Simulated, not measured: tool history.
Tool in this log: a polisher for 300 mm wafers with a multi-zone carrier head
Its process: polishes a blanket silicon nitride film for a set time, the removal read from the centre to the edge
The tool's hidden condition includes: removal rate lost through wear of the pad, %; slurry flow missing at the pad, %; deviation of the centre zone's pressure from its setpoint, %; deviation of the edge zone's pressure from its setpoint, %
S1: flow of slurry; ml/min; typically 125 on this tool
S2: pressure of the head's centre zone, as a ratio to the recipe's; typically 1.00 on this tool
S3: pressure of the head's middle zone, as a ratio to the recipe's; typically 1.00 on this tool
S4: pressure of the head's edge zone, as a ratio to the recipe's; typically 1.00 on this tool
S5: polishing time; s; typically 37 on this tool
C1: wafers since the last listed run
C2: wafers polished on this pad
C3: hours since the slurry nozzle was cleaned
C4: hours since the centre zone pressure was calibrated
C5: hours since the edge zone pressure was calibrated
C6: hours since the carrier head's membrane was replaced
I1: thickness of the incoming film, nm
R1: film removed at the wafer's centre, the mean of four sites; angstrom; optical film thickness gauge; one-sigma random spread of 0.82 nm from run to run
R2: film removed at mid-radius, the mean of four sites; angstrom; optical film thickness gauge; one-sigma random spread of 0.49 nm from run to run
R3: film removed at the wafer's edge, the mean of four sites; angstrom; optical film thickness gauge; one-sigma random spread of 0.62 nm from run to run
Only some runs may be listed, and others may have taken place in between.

| run | hour | S1 | S2 | S3 | S4 | S5 | C1 | C2 | C3 | C4 | C5 | C6 | I1 | R1 | R2 | R3 |
|---|---|---|---|---|---|---|---|---|---|---|---|---|---|---|---|---|
| 1 | 0.0 | 125 | 1.00 | 1.00 | 1.00 | 37 | 0 | 2604 | 61.4 | 397.6 | 464.6 | 1065.8 | 468.7 | 730 | 711 | 716 |
| 2 | 55.1 | 125 | 1.00 | 1.00 | 1.00 | 37 | 933 | 3537 | 116.5 | 452.7 | 519.7 | 1120.9 | 471.8 | 732 | 719 | 731 |
|  | 70.9 | worn pad replaced by a new one |
| 3 | 122.4 | 125 | 1.00 | 1.00 | 1.00 | 37 | 1072 | 872 | 183.8 | 520.0 | 587.0 | 1188.2 | 464.4 | 723 | 715 | 719 |
| 4 | 152.7 | 125 | 1.00 | 1.00 | 1.00 | 37 | 513 | 1386 | 214.1 | 550.3 | 617.3 | 1218.5 | 469.8 | 723 | 718 | 716 |
| 5 | 203.5 | 125 | 1.00 | 1.00 | 1.00 | 37 | 860 | 2246 | 264.9 | 601.1 | 668.1 | 1269.3 | 476.0 | 725 | 715 | 739 |
| 6 | 270.1 | 145 | 1.00 | 1.00 | 1.00 | 37 | 1128 | 3374 | 331.5 | 667.7 | 734.7 | 1335.9 | 467.1 | 763 | 737 | 743 |
|  | 292.7 | worn pad replaced by a new one |
| 7 | 297.3 | 125 | 1.00 | 1.00 | 1.00 | 46 | 393 | 78 | 358.7 | 694.9 | 761.9 | 1363.1 | 472.2 | 899 | 875 | 913 |
| 8 | 333.3 | 125 | 1.00 | 1.00 | 1.07 | 37 | 609 | 688 | 394.7 | 730.9 | 797.9 | 1399.1 | 467.2 | 744 | 710 | 754 |
|  | 338.3 | edge zone pressure recalibrated |
| 9 | 359.3 | 125 | 1.00 | 1.07 | 1.00 | 37 | 406 | 1094 | 420.7 | 756.9 | 21.0 | 1425.1 | 479.4 | 747 | 756 | 712 |
|  | 381.1 | slurry nozzle cleaned |
| 10 | 389.7 | 125 | 1.00 | 1.07 | 1.00 | 37 | 498 | 1592 | 8.6 | 787.3 | 51.4 | 1455.5 | 475.4 | 735 | 743 | 715 |
| 11 | 436.7 | 125 | 1.00 | 1.00 | 1.00 | 37 | 796 | 2389 | 55.6 | 834.3 | 98.4 | 1502.5 | 471.9 | 735 | 715 | 719 |
|  | 540.9 | worn pad replaced by a new one |
|  | 602.6 | centre zone pressure recalibrated |
| 12 | 626.9 | 125 | 1.00 | 0.91 | 1.00 | 47 | 3120 | 1422 | 245.8 | 24.3 | 288.6 | 1692.7 | 471.9 | 936 | 859 | 925 |
| 13 | 695.3 | 125 | 1.00 | 1.00 | 1.00 | 37 | 1158 | 2581 | 314.2 | 92.7 | 357.0 | 1761.1 | 468.5 | 737 | 705 | 729 |
|  | 732.2 | carrier head's membrane replaced by a new one |
| 14 | 758.9 | 145 | 1.00 | 1.00 | 1.00 | 31 | 992 | 3574 | 377.8 | 156.3 | 420.6 | 26.7 | 463.8 | 640 | 624 | 623 |
|  | 782.8 | worn pad replaced by a new one |
| 15 | 822.6 | 125 | 1.00 | 1.00 | 1.00 | 37 | 1011 | 674 | 441.5 | 220.0 | 484.3 | 90.4 | 465.5 | 736 | 716 | 726 |
| 16 | 861.3 | 125 | 1.00 | 1.00 | 0.96 | 27 | 655 | 1330 | 480.2 | 258.7 | 523.0 | 129.1 | 461.9 | 536 | 530 | 512 |
|  | 875.5 | slurry nozzle cleaned |
| 17 | 980.5 | 125 | 1.00 | 1.12 | 1.00 | 37 | 2002 | 3332 | 105.0 | 377.9 | 642.2 | 248.3 | 467.5 | 743 | 760 | 713 |
| 18 | 1013.3 | 125 | 1.07 | 0.92 | 1.00 | 37 | 555 | 3888 | 137.8 | 410.7 | 675.0 | 281.1 | 469.2 | 778 | 681 | 730 |
|  | 1057.2 | worn pad replaced by a new one |
| 19 | 1070.4 | 125 | 0.94 | 1.00 | 0.90 | 37 | 899 | 224 | 194.9 | 467.8 | 732.1 | 338.2 | 470.7 | 684 | 721 | 696 |
|  | 1101.2 | edge zone pressure recalibrated |
| 20 | 1112.2 | 125 | 1.00 | 1.00 | 1.00 | 30 | 674 | 898 | 236.7 | 509.6 | 11.0 | 380.0 | 470.7 | 596 | 578 | 591 |
| 21 | 1176.8 | 125 | 1.00 | 1.00 | 1.00 | 37 | 1094 | 1992 | 301.3 | 574.2 | 75.6 | 444.6 | 460.7 | 725 | 720 | 718 |

5 options for the next run, each taken on its own from the tool as it stands now. Forecast them:
| A | 1177.2 | 125 | 1.00 | 1.00 | 1.00 | 37 | 6 | 1999 | 301.7 | 574.6 | 76.0 | 445.0 | 474.0 | ? | ? | ? |
| B | 1177.2 | 125 | 1.00 | 1.08 | 1.00 | 37 | 6 | 1999 | 301.7 | 574.6 | 76.0 | 445.0 | 474.0 | ? | ? | ? |
| C | 1177.2 | 90 | 1.00 | 0.94 | 1.00 | 37 | 6 | 1999 | 301.7 | 574.6 | 76.0 | 445.0 | 474.0 | ? | ? | ? |
| D | 1177.2 | 125 | 1.00 | 1.00 | 1.06 | 37 | 6 | 1999 | 301.7 | 574.6 | 76.0 | 445.0 | 474.0 | ? | ? | ? |
| E | 1177.2 | 150 | 1.00 | 1.00 | 1.00 | 37 | 6 | 1999 | 301.7 | 574.6 | 76.0 | 445.0 | 474.0 | ? | ? | ? |

| run | R1 | R2 | R3 |
|---|---|---|---|
| A | 728 | 721 | 728 |
| B | 728 | 755 | 727 |
| C | 664 | 642 | 690 |
| D | 728 | 721 | 749 |
| E | 758 | 747 | 746 |
Without the tool's hidden state the same runs would have given:
| run | R1 | R2 | R3 |
|---|---|---|---|
| A | 728 | 721 | 728 |
| B | 728 | 755 | 727 |
| C | 664 | 642 | 690 |
| D | 728 | 721 | 749 |
| E | 758 | 747 | 746 |
